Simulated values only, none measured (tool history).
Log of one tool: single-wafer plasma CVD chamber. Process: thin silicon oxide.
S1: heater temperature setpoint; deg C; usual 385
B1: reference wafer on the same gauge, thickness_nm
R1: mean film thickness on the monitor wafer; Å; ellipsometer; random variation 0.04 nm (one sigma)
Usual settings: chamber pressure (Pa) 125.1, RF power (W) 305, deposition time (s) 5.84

run 1 hour=0.0 | S1=385 chamber_pressure_(Pa)=125.1 RF_power_(W)=330 deposition_time_(s)=5.43 | B1=11.122 | R1=125.67
run 2 hour=9.7 | S1=385 chamber_pressure_(Pa)=125.1 RF_power_(W)=330 deposition_time_(s)=5.43 | B1=11.099 | R1=125.34
run 3 hour=17.1 | S1=385 chamber_pressure_(Pa)=125.1 RF_power_(W)=305 deposition_time_(s)=5.84 | B1=11.115 | R1=128.97
run 4 hour=30.5 | S1=385 chamber_pressure_(Pa)=125.1 RF_power_(W)=305 deposition_time_(s)=5.84 | B1=11.098 | R1=128.60
run 5 hour=39.1 | S1=385 chamber_pressure_(Pa)=125.1 RF_power_(W)=305 deposition_time_(s)=5.84 | B1=11.081 | R1=128.80
run 6 hour=45.4 | S1=385 chamber_pressure_(Pa)=125.1 RF_power_(W)=305 deposition_time_(s)=5.84 | B1=11.102 | R1=128.85
run 7 hour=61.8 | S1=385 chamber_pressure_(Pa)=125.1 RF_power_(W)=305 deposition_time_(s)=5.84 | B1=11.091 | R1=128.93
run 8 hour=67.8 | S1=385 chamber_pressure_(Pa)=137.3 RF_power_(W)=330 deposition_time_(s)=5.84 | B1=11.109 | R1=146.25
run 9 hour=78.6 | S1=385 chamber_pressure_(Pa)=137.3 RF_power_(W)=330 deposition_time_(s)=5.84 | B1=11.106 | R1=145.24
run 10 hour=91.0 | S1=385 chamber_pressure_(Pa)=99.6 RF_power_(W)=305 deposition_time_(s)=5.84 | B1=11.107 | R1=101.12
run 11 hour=100.9 | S1=385 chamber_pressure_(Pa)=125.1 RF_power_(W)=305 deposition_time_(s)=7.00 | B1=11.097 | R1=154.79
run 12 hour=113.7 | S1=385 chamber_pressure_(Pa)=125.1 RF_power_(W)=330 deposition_time_(s)=5.43 | B1=11.102 | R1=126.55
run 13 hour=122.4 | S1=385 chamber_pressure_(Pa)=125.1 RF_power_(W)=305 deposition_time_(s)=5.84 | B1=11.098 | R1=128.36
run 14 hour=131.6 | S1=371 chamber_pressure_(Pa)=125.1 RF_power_(W)=270 deposition_time_(s)=5.84 | B1=11.101 | R1=119.01
run 15 hour=139.8 | S1=395 chamber_pressure_(Pa)=112.1 RF_power_(W)=330 deposition_time_(s)=4.83 | B1=11.086 | R1=100.27
run 16 hour=171.2 | S1=385 chamber_pressure_(Pa)=125.1 RF_power_(W)=305 deposition_time_(s)=5.84 | B1=11.078 | R1=129.27
run 17 hour=205.4 | S1=385 chamber_pressure_(Pa)=98.1 RF_power_(W)=305 deposition_time_(s)=6.80 | B1=11.095 | R1=116.21
run 18 hour=223.6 | S1=385 chamber_pressure_(Pa)=107.9 RF_power_(W)=305 deposition_time_(s)=4.73 | B1=11.085 | R1=89.79
run 19 hour=226.1 | S1=385 chamber_pressure_(Pa)=125.1 RF_power_(W)=350 deposition_time_(s)=5.02 | B1=11.101 | R1=121.05
run 20 hour=236.2 | S1=385 chamber_pressure_(Pa)=125.1 RF_power_(W)=305 deposition_time_(s)=5.84 | B1=11.103 | R1=128.36
run 21 hour=242.4 | S1=399 chamber_pressure_(Pa)=106.1 RF_power_(W)=305 deposition_time_(s)=5.84 | B1=11.097 | R1=107.49
run 22 hour=252.1 | S1=385 chamber_pressure_(Pa)=125.1 RF_power_(W)=360 deposition_time_(s)=5.84 | B1=11.101 | R1=142.56
run 23 hour=268.5 | S1=385 chamber_pressure_(Pa)=125.1 RF_power_(W)=305 deposition_time_(s)=5.84 | B1=11.109 | R1=129.01
run 24 hour=275.2 | S1=376 chamber_pressure_(Pa)=109.3 RF_power_(W)=305 deposition_time_(s)=5.06 | B1=11.097 | R1=98.34
run 25 hour=288.2 | S1=385 chamber_pressure_(Pa)=125.1 RF_power_(W)=305 deposition_time_(s)=5.84 | B1=11.106 | R1=129.29
run 26 hour=295.8 | S1=399 chamber_pressure_(Pa)=125.1 RF_power_(W)=365 deposition_time_(s)=5.84 | B1=11.092 | R1=141.96
run 27 hour=306.9 | S1=385 chamber_pressure_(Pa)=125.1 RF_power_(W)=305 deposition_time_(s)=5.84 | B1=11.084 | R1=129.29
run 28 hour=324.7 | S1=385 chamber_pressure_(Pa)=125.1 RF_power_(W)=275 deposition_time_(s)=5.84 | B1=11.085 | R1=118.78

Taken out of this log: 5 entries between the listed runs. Where each belongs, and how the hidden state differs across it:
Between runs 11 and 12: capacitance manometer re-zeroed and calibrated (hour 113.2)
  no hidden state differs between the two runs
Between runs 15 and 16: showerhead replaced (hour 162.7); RF generator calibrated (hour 165.5)
  no hidden state differs between the two runs
Between runs 17 and 18: gauge calibrated (hour 218.3); thermocouple changed; heater temperature recalibrated (hour 223.1)
  no hidden state differs between the two runs

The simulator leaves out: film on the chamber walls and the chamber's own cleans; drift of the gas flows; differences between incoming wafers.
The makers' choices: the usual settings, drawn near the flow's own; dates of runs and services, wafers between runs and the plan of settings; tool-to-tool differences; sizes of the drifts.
